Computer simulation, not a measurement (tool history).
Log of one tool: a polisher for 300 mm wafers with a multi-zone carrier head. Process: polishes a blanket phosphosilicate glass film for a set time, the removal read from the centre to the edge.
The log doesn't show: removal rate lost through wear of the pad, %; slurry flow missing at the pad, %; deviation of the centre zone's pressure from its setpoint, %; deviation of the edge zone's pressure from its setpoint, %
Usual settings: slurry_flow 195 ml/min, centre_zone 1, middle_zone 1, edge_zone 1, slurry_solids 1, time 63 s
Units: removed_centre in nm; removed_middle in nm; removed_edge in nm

run	hour	slurry_flow	centre_zone	middle_zone	edge_zone	slurry_solids	time	wafers since the last listed run	wafers polished on this pad	hours since the slurry nozzle was cleaned	hours since the centre zone pressure was calibrated	hours since the edge zone pressure was calibrated	hours since the carrier head's membrane was replaced	incoming thickness of the incoming film, nm	removed_centre	removed_middle	removed_edge
1	0	195	0.89	1	1	0.85	53	0	6887	10.6	196	375.5	41.6	4668	448.7	494.4	474
# hour 16.4: worn pad replaced by a new one
2	45.5	195	1	1	1	1	63	552	387	56.1	241.5	421	87.1	4776.4	628.9	620.5	620.1
3	71.9	195	1.07	1	1.08	1	63	351	738	82.5	267.9	447.4	113.5	4756.1	698.8	611.1	638.6
# hour 103.5: edge zone pressure recalibrated
4	142.2	195	0.88	1	1	1	63	908	1647	152.8	338.2	38.7	183.8	4737.1	573.9	601.5	622.1
5	188	140	0.94	1	1	1	73	609	2257	198.6	384	84.5	229.6	4725.1	659.1	675	680
6	229.5	195	1	1	1	1	63	552	2809	240.1	425.5	126	271.1	4664.5	661.5	622.9	618.5
7	295.5	230	1	1	1	1	63	878	3687	306.1	491.5	192	337.1	4836.2	703.2	637	621.4
8	328.3	155	0.93	1	1.09	1	82	436	4124	338.9	524.3	224.8	369.9	4752.2	780.9	777.1	801.2
# hour 353.8: centre zone pressure recalibrated
9	438.9	195	0.94	1	1	1	56	1445	5569	449.5	85.1	335.4	480.5	4725.1	495.7	551.2	557.7
# hour 454.1: worn pad replaced by a new one
10	509.1	265	1	1.05	1	0.8	63	880	731	519.7	155.3	405.6	550.7	4712.6	579.2	611.4	570.3
11	573.4	195	1	1	1	1	63	855	1587	584	219.6	469.9	615	4728.2	611.2	640.6	617.9
# hour 583: edge zone pressure recalibrated
# hour 609.5: slurry nozzle cleaned
12	611.9	195	1	1	1	1	63	472	2060	2.4	258.1	28.9	653.5	4767.3	616.2	620.2	607.8
13	653.8	230	1.07	0.95	1	0.8	63	557	2617	44.3	300	70.8	695.4	4705.4	626.5	557.3	570.9
14	684.6	195	1	0.97	1	1	63	409	3027	75.1	330.8	101.6	726.2	4718.3	624	603.5	620.8
15	717.9	195	1.09	1	1	1	63	443	3470	108.4	364.1	134.9	759.5	4772.7	692	618.5	619
16	758.6	195	1	1	1	1	63	541	4012	149.1	404.8	175.6	800.2	4682.5	645.2	623.7	619.1
17	828.6	195	1	1	1	0.9	55	931	4943	219.1	474.8	245.6	870.2	4727.9	537.8	521.8	526.3
18	877.2	240	1.08	0.96	1	1.15	63	646	5590	267.7	523.4	294.2	918.8	4696.2	774.6	656.3	686.8
19	910.9	195	1	1	1	1	63	448	6038	301.4	557.1	327.9	952.5	4824.5	667.5	635.2	605
20	968	195	1	1	1	1	63	759	6798	358.5	614.2	385	1009.6	4627.3	662.9	601.3	622.8

The same runs without the tool's hidden state, with the same run-to-run variation:
run	removed_centre
1	431.4
2	599.2
3	662.3
4	535.5
5	609.6
6	606.9
7	636.7
8	702
9	508.5
10	584.9
11	608.5
12	608.4
13	613
14	606.5
15	668
16	617.3
17	507.1
18	723.5
19	618.9
20	607.6
removed_middle: within 0.4 nm of the measured result in every run.
removed_edge: within 0.1 nm of the measured result in every run.
